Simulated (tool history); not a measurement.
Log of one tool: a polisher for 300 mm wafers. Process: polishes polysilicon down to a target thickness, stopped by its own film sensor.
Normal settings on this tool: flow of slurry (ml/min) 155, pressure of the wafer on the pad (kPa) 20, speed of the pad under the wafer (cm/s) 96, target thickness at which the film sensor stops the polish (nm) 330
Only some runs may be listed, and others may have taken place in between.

run,hour,flow of slurry (ml/min),pressure of the wafer on the pad (kPa),speed of the pad under the wafer (cm/s),target thickness at which the film sensor stops the polish (nm),"incoming thickness of the incoming film, nm",time until the film sensor stopped the polish (s)
1,0,120,20,76,330,831.8,79.8
2,64.7,120,20,96,330,824.2,67.3
3,97.6,120,20,96,330,825.8,70.6
4,118.5,120,20,96,330,844.1,71.7
# hour 125.3: worn pad replaced by a new one
5,150,155,20,96,330,828.6,61.1
# hour 173.1: slurry nozzle cleaned
6,185.1,155,20,96,330,838.7,63.1
7,208.1,155,20,96,330,840.1,65.8
8,226.7,155,20,96,330,830.3,65.8
9,255.1,155,20,96,194,831.7,86.3
# hour 262.2: head pressure recalibrated
10,279,205,20,76,330,840.2,86.1
# hour 292.8: worn pad replaced by a new one
11,309.1,130,20,122,330,840.7,49.5
12,325.7,155,20,96,330,832.1,62.4
13,353.1,155,20,96,330,827.9,63.7
14,386.1,155,20,96,330,814,61.8
15,412.7,175,25.5,96,224,815.3,61.8
# hour 439.6: worn pad replaced by a new one
16,513.3,185,13.1,64,223,836.6,165.8

Here are 5 independent what-if runs from the current tool condition. What would each one return?
A,513.7,155,20,96,465,836.7,?
B,513.7,155,20,74,330,836.7,?
C,513.7,205,14.5,96,330,836.7,?
D,513.7,180,24.8,120,180,836.7,?
E,513.7,175,25.5,84,202,836.7,?

run,time until the film sensor stopped the polish (s)
A,46.8
B,82.7
C,83.3
D,53.1
E,71.6
What these runs would have given with no unlogged condition in the tool:
run,time until the film sensor stopped the polish (s)
A,43.8
B,77.5
C,78.1
D,49.7
E,67.1
